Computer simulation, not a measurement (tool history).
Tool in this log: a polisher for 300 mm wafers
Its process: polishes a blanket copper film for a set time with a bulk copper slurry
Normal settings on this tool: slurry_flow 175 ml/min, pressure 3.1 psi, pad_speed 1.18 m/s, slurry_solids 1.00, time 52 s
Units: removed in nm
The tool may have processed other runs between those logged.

| run | day | slurry_flow | pressure | pad_speed | slurry_solids | time | wafers since the last listed run | wafers polished on this pad | hours since the slurry nozzle was cleaned | hours since the head pressure was calibrated | hours since the slurry blender was calibrated | incoming thickness of the incoming film, nm | removed |
|---|---|---|---|---|---|---|---|---|---|---|---|---|---|
| 1 | 0.000 | 175 | 3.1 | 1.18 | 1.00 | 52 | 0 | 2451 | 173.7 | 757.2 | 180.6 | 2762.3 | 714.7 |
|  | 0.746 | worn pad replaced by a new one |
| 2 | 2.642 | 175 | 3.1 | 1.18 | 1.00 | 52 | 603 | 461 | 237.1 | 820.6 | 244.0 | 2751.2 | 715.3 |
|  | 3.575 | head pressure recalibrated |
| 3 | 5.533 | 175 | 2.4 | 1.18 | 1.15 | 52 | 684 | 1146 | 306.5 | 47.0 | 313.4 | 2816.8 | 647.3 |
|  | 5.733 | slurry nozzle cleaned |
| 4 | 6.854 | 175 | 3.1 | 1.18 | 1.00 | 52 | 311 | 1458 | 26.9 | 78.7 | 345.1 | 2775.2 | 698.0 |
|  | 7.838 | slurry blender recalibrated |
| 5 | 8.325 | 175 | 3.1 | 1.18 | 1.00 | 52 | 338 | 1796 | 62.2 | 114.0 | 11.7 | 2800.9 | 730.9 |
| 6 | 10.517 | 175 | 3.1 | 1.18 | 1.00 | 52 | 534 | 2331 | 114.8 | 166.6 | 64.3 | 2768.0 | 730.5 |
|  | 11.342 | worn pad replaced by a new one |
| 7 | 12.350 | 220 | 3.1 | 1.18 | 1.00 | 41 | 406 | 246 | 158.8 | 210.6 | 108.3 | 2790.4 | 580.0 |
| 8 | 14.692 | 175 | 3.1 | 1.18 | 1.00 | 52 | 570 | 817 | 215.0 | 266.8 | 164.5 | 2786.4 | 706.9 |
| 9 | 17.200 | 175 | 3.1 | 1.18 | 1.00 | 52 | 611 | 1428 | 275.2 | 327.0 | 224.7 | 2776.5 | 721.2 |
|  | 21.058 | slurry nozzle cleaned |
| 10 | 22.042 | 175 | 3.1 | 1.18 | 1.00 | 52 | 1170 | 2598 | 23.6 | 443.2 | 340.9 | 2753.3 | 702.3 |
|  | 22.608 | slurry blender recalibrated |
| 11 | 24.129 | 140 | 3.1 | 1.18 | 1.00 | 52 | 488 | 3087 | 73.7 | 493.3 | 36.5 | 2794.2 | 666.5 |
|  | 24.467 | worn pad replaced by a new one |
| 12 | 25.529 | 140 | 3.1 | 1.18 | 1.00 | 52 | 300 | 258 | 107.3 | 526.9 | 70.1 | 2789.1 | 662.7 |
| 13 | 27.650 | 175 | 3.1 | 1.18 | 1.00 | 52 | 517 | 775 | 158.2 | 577.8 | 121.0 | 2778.1 | 674.7 |
| 14 | 30.138 | 175 | 3.1 | 1.18 | 1.00 | 52 | 606 | 1382 | 217.9 | 637.5 | 180.7 | 2782.6 | 670.7 |
| 15 | 32.938 | 175 | 3.1 | 1.18 | 1.00 | 52 | 682 | 2064 | 285.1 | 704.7 | 247.9 | 2795.9 | 667.1 |
|  | 33.675 | slurry blender recalibrated, repeated, since the last time left the tool worse |
| 16 | 34.596 | 175 | 3.1 | 1.18 | 1.00 | 52 | 383 | 2448 | 324.9 | 744.5 | 22.1 | 2760.6 | 726.8 |
|  | 36.729 | slurry nozzle cleaned |
|  | 36.904 | worn pad replaced by a new one |
| 17 | 36.925 | 125 | 3.1 | 1.18 | 0.75 | 65 | 517 | 5 | 4.7 | 800.4 | 78.0 | 2768.8 | 776.4 |
| 18 | 38.467 | 140 | 3.1 | 1.18 | 1.00 | 44 | 375 | 381 | 41.7 | 837.4 | 115.0 | 2805.7 | 590.6 |
| 19 | 39.779 | 175 | 3.1 | 1.60 | 1.00 | 52 | 319 | 701 | 73.2 | 868.9 | 146.5 | 2803.0 | 952.2 |
| 20 | 41.300 | 175 | 2.1 | 1.18 | 0.75 | 52 | 370 | 1071 | 109.7 | 905.4 | 183.0 | 2763.7 | 517.4 |
| 21 | 42.696 | 210 | 4.0 | 0.90 | 0.90 | 52 | 340 | 1412 | 143.2 | 938.9 | 216.5 | 2781.5 | 644.2 |
|  | 43.129 | head pressure recalibrated |
| 22 | 45.304 | 175 | 3.1 | 1.18 | 1.00 | 52 | 615 | 2027 | 205.8 | 52.2 | 279.1 | 2793.0 | 709.5 |
| 23 | 46.912 | 175 | 3.1 | 1.18 | 1.10 | 52 | 392 | 2419 | 244.4 | 90.8 | 317.7 | 2799.0 | 733.4 |
|  | 47.533 | worn pad replaced by a new one |
|  | 48.358 | slurry blender recalibrated |
|  | 48.958 | slurry nozzle cleaned |
| 24 | 49.542 | 130 | 3.6 | 1.18 | 1.00 | 66 | 569 | 459 | 14.0 | 153.9 | 28.4 | 2738.1 | 977.0 |
| 25 | 50.592 | 175 | 3.1 | 1.18 | 1.00 | 52 | 255 | 715 | 39.2 | 179.1 | 53.6 | 2781.3 | 734.5 |
| 26 | 52.892 | 130 | 2.2 | 1.18 | 1.00 | 63 | 560 | 1276 | 94.4 | 234.3 | 108.8 | 2833.7 | 702.6 |
| 27 | 55.738 | 195 | 3.1 | 0.86 | 1.00 | 52 | 693 | 1970 | 162.7 | 302.6 | 177.1 | 2809.7 | 537.7 |
| 28 | 58.258 | 215 | 3.1 | 1.00 | 1.00 | 39 | 614 | 2584 | 223.2 | 363.1 | 237.6 | 2758.7 | 471.6 |

The same runs without the tool's hidden state, with the same run-to-run variation:
Hidden state at play: removal rate lost through wear of the pad, %; slurry flow missing at the pad, %; deviation of the head's pressure from its setpoint, %; abrasive missing from the slurry, %.
| run | removed |
|---|---|
| 1 | 729.0 |
| 2 | 734.0 |
| 3 | 669.3 |
| 4 | 723.2 |
| 5 | 735.5 |
| 6 | 738.5 |
| 7 | 588.7 |
| 8 | 721.2 |
| 9 | 739.9 |
| 10 | 728.8 |
| 11 | 712.4 |
| 12 | 711.0 |
| 13 | 728.2 |
| 14 | 729.0 |
| 15 | 731.2 |
| 16 | 730.3 |
| 17 | 783.5 |
| 18 | 598.3 |
| 19 | 967.4 |
| 20 | 526.7 |
| 21 | 658.4 |
| 22 | 729.9 |
| 23 | 757.7 |
| 24 | 979.7 |
| 25 | 738.1 |
| 26 | 709.6 |
| 27 | 546.4 |
| 28 | 481.9 |
